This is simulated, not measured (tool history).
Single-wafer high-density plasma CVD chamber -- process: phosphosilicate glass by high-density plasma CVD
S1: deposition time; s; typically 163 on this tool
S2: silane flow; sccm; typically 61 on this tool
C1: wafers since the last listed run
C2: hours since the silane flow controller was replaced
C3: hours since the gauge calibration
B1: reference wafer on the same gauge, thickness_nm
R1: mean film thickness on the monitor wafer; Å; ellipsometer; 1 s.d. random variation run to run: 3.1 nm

run	hour	S1	S2	C1	C2	C3	B1	R1
1	0	163	61	0	1366.6	245.2	889.613	10679.7
2	11.6	163	61	145	1378.2	256.8	890.333	10691.97
3	24.3	184	61	159	1390.9	269.5	890.251	12020.66
4	40.3	184	61	200	1406.9	285.5	889.804	12045.84
5	46.6	184	61	78	1413.2	291.8	890.072	12037.9
6	64.2	176	61	220	1430.8	309.4	889.83	11523.04
7	109.6	187	61	569	1476.2	354.8	889.432	12203.63
8	126.9	187	61	216	1493.5	372.1	889.989	12246.48
9	141.4	187	61	181	1508	386.6	890.039	12242.59
10	153.3	163	61	149	1519.9	398.5	889.599	10684.64
11	165.5	163	61	152	1532.1	410.7	889.787	10685.59
12	178.3	163	61	160	1544.9	423.5	890.182	10684.27
13	190.6	163	61	154	1557.2	435.8	890.02	10674.68
14	205.2	163	61	182	1571.8	450.4	890.382	10705.86
15	238.3	163	61	414	1604.9	483.5	889.972	10690.85
# hour 257.2: silane flow controller replaced
16	257.7	140	70	142	0.5	502.9	890.153	9973.26
17	269.4	138	61	146	12.2	514.6	890.123	9058.02
18	276.4	163	61	87	19.2	521.6	889.788	10723.64
# hour 285.5: gauge calibrated
19	286.3	154	73	124	29.1	0.8	889.748	11322.62
20	297.1	184	61	135	39.9	11.6	889.998	12093.1
21	311.8	163	58	184	54.6	26.3	890.589	10382.17
22	323	187	61	140	65.8	37.5	889.503	12308.11
23	363.8	134	54	511	106.6	78.3	889.814	8209.13
24	389.2	163	61	318	132	103.7	890.059	10739.82
25	395.3	189	61	76	138.1	109.8	889.895	12401.3
26	438.3	153	49	538	181.1	152.8	890.17	8811.93
27	451.4	192	68	164	194.2	165.9	890.079	13447.79

Take each entry between the runs: how does the hidden state at the last listed run before it differ from the hidden state at the first listed run after it?
Runs 15 to 16: silane flow controller replaced (hour 257.2)
  both runs share identical hidden conditions
Runs 18 to 19: gauge calibrated (hour 285.5)
  both runs share identical hidden conditions
